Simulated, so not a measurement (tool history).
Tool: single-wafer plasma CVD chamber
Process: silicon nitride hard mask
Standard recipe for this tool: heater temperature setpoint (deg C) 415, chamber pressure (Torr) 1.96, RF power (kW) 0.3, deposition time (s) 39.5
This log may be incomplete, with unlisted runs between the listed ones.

| run | hour | heater temperature setpoint (deg C) | chamber pressure (Torr) | RF power (kW) | deposition time (s) | wafers since the last listed run | hours since the last thermocouple change | hours since the last RF generator calibration | hours since the last manometer calibration | hours since the showerhead was replaced | hours since the gauge calibration | read-back reference wafer on the same gauge, thickness_nm | mean film thickness on the monitor wafer (Å) |
|---|---|---|---|---|---|---|---|---|---|---|---|---|---|
| 1 | 0 | 415 | 2.06 | 0.3 | 36 | 0 | 1654.6 | 1227.8 | 530.1 | 3715.2 | 212.2 | 42.686 | 424.83 |
| 2 | 77.4 | 412 | 1.96 | 0.3 | 39.5 | 1570 | 1732 | 1305.2 | 607.5 | 3792.6 | 289.6 | 42.731 | 458.95 |
|  | 91.6 | gauge calibrated |
| 3 | 164.9 | 412 | 1.96 | 0.3 | 39.5 | 1775 | 1819.5 | 1392.7 | 695 | 3880.1 | 73.3 | 42.72 | 459.44 |
| 4 | 184 | 415 | 1.96 | 0.3 | 39.5 | 387 | 1838.6 | 1411.8 | 714.1 | 3899.2 | 92.4 | 42.699 | 458.84 |
| 5 | 206.8 | 415 | 1.96 | 0.3 | 39.5 | 462 | 1861.4 | 1434.6 | 736.9 | 3922 | 115.2 | 42.706 | 452.8 |
| 6 | 238.1 | 415 | 1.96 | 0.3 | 39.5 | 635 | 1892.7 | 1465.9 | 768.2 | 3953.3 | 146.5 | 42.699 | 452.92 |
| 7 | 262.7 | 415 | 1.96 | 0.3 | 39.5 | 499 | 1917.3 | 1490.5 | 792.8 | 3977.9 | 171.1 | 42.674 | 451.26 |
| 8 | 296.6 | 415 | 1.96 | 0.3 | 39.5 | 687 | 1951.2 | 1524.4 | 826.7 | 4011.8 | 205 | 42.694 | 454.87 |
|  | 312.1 | showerhead replaced |
| 9 | 312.6 | 411 | 1.96 | 0.33 | 34.6 | 162 | 1967.2 | 1540.4 | 842.7 | 0.5 | 221 | 42.668 | 434.85 |
| 10 | 335.8 | 415 | 1.96 | 0.3 | 39.5 | 470 | 1990.4 | 1563.6 | 865.9 | 23.7 | 244.2 | 42.708 | 451.69 |
| 11 | 349.2 | 415 | 2.17 | 0.3 | 39.5 | 271 | 2003.8 | 1577 | 879.3 | 37.1 | 257.6 | 42.699 | 461.94 |
|  | 360.2 | thermocouple changed; heater temperature recalibrated |
|  | 382 | RF generator calibrated |
|  | 389.5 | capacitance manometer re-zeroed and calibrated |
| 12 | 390 | 415 | 1.96 | 0.315 | 39.5 | 352 | 29.8 | 8 | 0.5 | 77.9 | 298.4 | 42.651 | 506.02 |
| 13 | 404.2 | 421 | 2.39 | 0.25 | 36.3 | 288 | 44 | 22.2 | 14.7 | 92.1 | 312.6 | 42.7 | 387.07 |
|  | 443.1 | gauge calibrated |
| 14 | 511.9 | 415 | 2.08 | 0.33 | 45.2 | 2185 | 151.7 | 129.9 | 122.4 | 199.8 | 68.8 | 42.663 | 613.79 |
| 15 | 532.3 | 405 | 2.29 | 0.35 | 39.5 | 413 | 172.1 | 150.3 | 142.8 | 220.2 | 89.2 | 42.689 | 578.29 |
| 16 | 566.9 | 415 | 2.35 | 0.3 | 39.5 | 702 | 206.7 | 184.9 | 177.4 | 254.8 | 123.8 | 42.674 | 503.07 |
| 17 | 588.7 | 415 | 1.96 | 0.3 | 39.5 | 442 | 228.5 | 206.7 | 199.2 | 276.6 | 145.6 | 42.698 | 482.42 |

Predict each of these 3 candidate next runs independently; none follows another, all start after run 17:
| A | 589.1 | 415 | 1.96 | 0.3 | 39.5 | 8 | 228.9 | 207.1 | 199.6 | 277 | 146 | ? | ? |
| B | 589.1 | 415 | 1.74 | 0.3 | 39.5 | 8 | 228.9 | 207.1 | 199.6 | 277 | 146 | ? | ? |
| C | 589.1 | 407 | 2.25 | 0.245 | 32.8 | 8 | 228.9 | 207.1 | 199.6 | 277 | 146 | ? | ? |

| run | read-back reference wafer on the same gauge, thickness_nm | mean film thickness on the monitor wafer (Å) |
|---|---|---|
| A | 42.72 | 482.12 |
| B | 42.72 | 466.65 |
| C | 42.72 | 336.85 |
Without the tool's hidden state the same runs would have given:
| run | mean film thickness on the monitor wafer (Å) |
|---|---|
| A | 483.83 |
| B | 468.3 |
| C | 338.16 |
